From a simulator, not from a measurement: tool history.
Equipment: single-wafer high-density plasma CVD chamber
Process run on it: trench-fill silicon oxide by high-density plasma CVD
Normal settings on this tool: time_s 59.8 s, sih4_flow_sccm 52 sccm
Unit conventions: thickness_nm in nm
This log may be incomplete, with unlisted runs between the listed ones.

run	hour	time_s	sih4_flow_sccm	wafers since the last listed run	hours since the silane flow controller was replaced	hours since the gauge calibration	read-back reference wafer on the same gauge, thickness_nm	thickness_nm
1	0.0	59.8	45	0	3322.3	465.3	324.271	277.940
2	34.5	59.8	45	476	3356.8	499.8	324.323	277.749
3	59.5	59.8	45	345	3381.8	524.8	324.049	277.814
4	74.4	59.8	52	205	3396.7	539.7	324.100	320.762
5	89.4	59.8	52	207	3411.7	554.7	324.205	319.597
# hour 93.7: gauge calibrated
6	116.9	59.8	52	380	3439.2	23.2	323.927	321.531
7	134.9	59.8	52	248	3457.2	41.2	323.747	322.675
8	161.7	59.8	52	370	3484.0	68.0	323.899	319.553
9	178.9	59.8	52	237	3501.2	85.2	324.277	321.740
10	264.9	53.8	52	1188	3587.2	171.2	324.012	289.294
11	280.0	53.8	52	208	3602.3	186.3	323.913	290.230
12	295.9	53.8	52	219	3618.2	202.2	323.758	287.776
13	313.4	59.8	46	241	3635.7	219.7	324.505	283.417
14	339.0	59.8	46	353	3661.3	245.3	324.128	285.446
15	359.0	59.8	46	276	3681.3	265.3	324.174	286.561
16	388.8	52.1	58	411	3711.1	295.1	324.071	311.733
17	418.7	52.1	58	413	3741.0	325.0	324.436	311.721
18	442.4	59.8	52	327	3764.7	348.7	324.114	321.883
19	474.0	59.8	52	436	3796.3	380.3	324.101	323.077
20	494.9	59.8	52	288	3817.2	401.2	324.175	322.958
21	508.0	59.8	44	181	3830.3	414.3	324.085	270.030
22	536.1	48.4	46	388	3858.4	442.4	324.367	229.211
23	555.7	69.7	43	270	3878.0	462.0	323.752	309.487
24	587.1	67.5	57	433	3909.4	493.4	323.855	400.520
# hour 614.8: silane flow controller replaced
25	617.0	68.2	61	302	2.2	523.3	323.735	431.612
26	646.2	59.8	46	403	31.4	552.5	324.280	283.946
27	666.3	50.3	56	277	51.5	572.6	323.892	290.061
28	688.4	55.2	49	305	73.6	594.7	324.154	279.176
29	706.0	64.7	52	243	91.2	612.3	323.599	349.924
30	727.0	59.8	58	290	112.2	633.3	324.606	361.506
# hour 754.1: gauge calibrated
31	754.9	59.8	52	385	140.1	0.8	323.944	324.175
32	778.1	59.8	42	320	163.3	24.0	323.804	259.597
33	793.0	59.8	52	205	178.2	38.9	324.362	322.466
34	822.9	69.0	47	413	208.1	68.8	324.313	331.537
35	851.2	59.8	52	391	236.4	97.1	324.371	321.669
36	913.0	71.0	55	854	298.2	158.9	323.973	402.933
37	948.9	59.8	60	496	334.1	194.8	323.953	374.109
38	974.0	68.5	45	346	359.2	219.9	324.214	319.822
39	995.1	68.5	45	291	380.3	241.0	324.003	320.921
40	1008.1	55.7	52	179	393.3	254.0	323.873	298.367
41	1033.2	51.6	49	346	418.4	279.1	323.829	260.318

State the hidden condition of the tool at each of the runs:
delivered silane flow above the setpoint (%): 0 on each run
gauge reads high (%): 0 on each run

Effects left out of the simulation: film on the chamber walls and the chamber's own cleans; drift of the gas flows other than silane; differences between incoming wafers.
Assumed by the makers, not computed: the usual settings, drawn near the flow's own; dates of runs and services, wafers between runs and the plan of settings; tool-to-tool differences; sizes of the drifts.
